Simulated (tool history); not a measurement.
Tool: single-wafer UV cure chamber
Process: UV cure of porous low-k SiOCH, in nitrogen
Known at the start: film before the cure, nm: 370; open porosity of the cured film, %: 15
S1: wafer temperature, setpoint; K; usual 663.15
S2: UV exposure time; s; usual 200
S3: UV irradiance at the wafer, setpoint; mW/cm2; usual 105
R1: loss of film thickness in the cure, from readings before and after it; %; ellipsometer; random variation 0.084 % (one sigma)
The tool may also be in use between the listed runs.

| run | hour | S1 | S2 | S3 | R1 |
|---|---|---|---|---|---|
| 1 | 0 | 663.15 | 200 | 105 | 7.447 |
| 2 | 6.3 | 663.15 | 200 | 105 | 7.358 |
| 3 | 21.9 | 663.15 | 200 | 84 | 6.669 |
| 4 | 37.4 | 663.15 | 200 | 84 | 6.614 |
| 5 | 53.9 | 655.15 | 200 | 105 | 7.315 |
| 6 | 68.2 | 663.15 | 200 | 105 | 7.445 |
| 7 | 79 | 663.15 | 200 | 105 | 7.297 |
| 8 | 92.6 | 658.15 | 200 | 105 | 7.247 |
| 9 | 106.4 | 658.15 | 200 | 105 | 7.271 |
| 10 | 116.5 | 663.15 | 200 | 105 | 7.303 |
| 11 | 123.4 | 663.15 | 200 | 105 | 7.304 |
| 12 | 130 | 663.15 | 200 | 105 | 7.353 |
| 13 | 144.9 | 663.15 | 200 | 105 | 7.243 |
| 14 | 162.3 | 669.15 | 200 | 105 | 7.261 |
|  | 184.1 | UV bulbs replaced |
| 15 | 184.6 | 669.15 | 200 | 105 | 9.153 |
| 16 | 191.9 | 663.15 | 200 | 105 | 8.943 |
| 17 | 205.9 | 663.15 | 200 | 105 | 8.969 |
| 18 | 221.4 | 669.15 | 135 | 105 | 7.629 |
| 19 | 235.8 | 648.15 | 200 | 76 | 7.551 |
| 20 | 243.9 | 663.15 | 200 | 105 | 8.867 |
|  | 258.5 | quartz window cleaned |
| 21 | 259.9 | 643.15 | 245 | 86 | 8.729 |
| 22 | 277.1 | 663.15 | 275 | 129 | 11.038 |
| 23 | 288.9 | 646.15 | 315 | 93 | 10.19 |
| 24 | 296.9 | 663.15 | 200 | 105 | 8.918 |
| 25 | 311.2 | 663.15 | 200 | 93 | 8.527 |
| 26 | 322.7 | 673.15 | 285 | 90 | 9.869 |
| 27 | 372.6 | 682.15 | 115 | 136 | 8.238 |
| 28 | 387.9 | 644.15 | 200 | 94 | 8.158 |
| 29 | 394.7 | 663.15 | 200 | 105 | 8.929 |
| 30 | 403 | 652.15 | 200 | 67 | 7.18 |
| 31 | 411.6 | 663.15 | 285 | 79 | 9.392 |
| 32 | 419.7 | 649.15 | 245 | 126 | 10.272 |
| 33 | 433.5 | 647.15 | 245 | 105 | 9.443 |
| 34 | 450.4 | 645.15 | 255 | 93 | 9.147 |

Forecast each of these 5 alternatives for the next run:
| A | 450.9 | 663.15 | 200 | 105 | ? |
| B | 450.9 | 674.15 | 275 | 68 | ? |
| C | 450.9 | 663.15 | 235 | 143 | ? |
| D | 450.9 | 676.15 | 80 | 91 | ? |
| E | 450.9 | 663.15 | 250 | 105 | ? |

| run | R1 |
|---|---|
| A | 9.156 |
| B | 8.868 |
| C | 11.074 |
| D | 5.454 |
| E | 10.052 |
Without the tool's hidden state the same runs would have given:
| run | R1 |
|---|---|
| A | 9.387 |
| B | 9.097 |
| C | 11.319 |
| D | 5.65 |
| E | 10.291 |

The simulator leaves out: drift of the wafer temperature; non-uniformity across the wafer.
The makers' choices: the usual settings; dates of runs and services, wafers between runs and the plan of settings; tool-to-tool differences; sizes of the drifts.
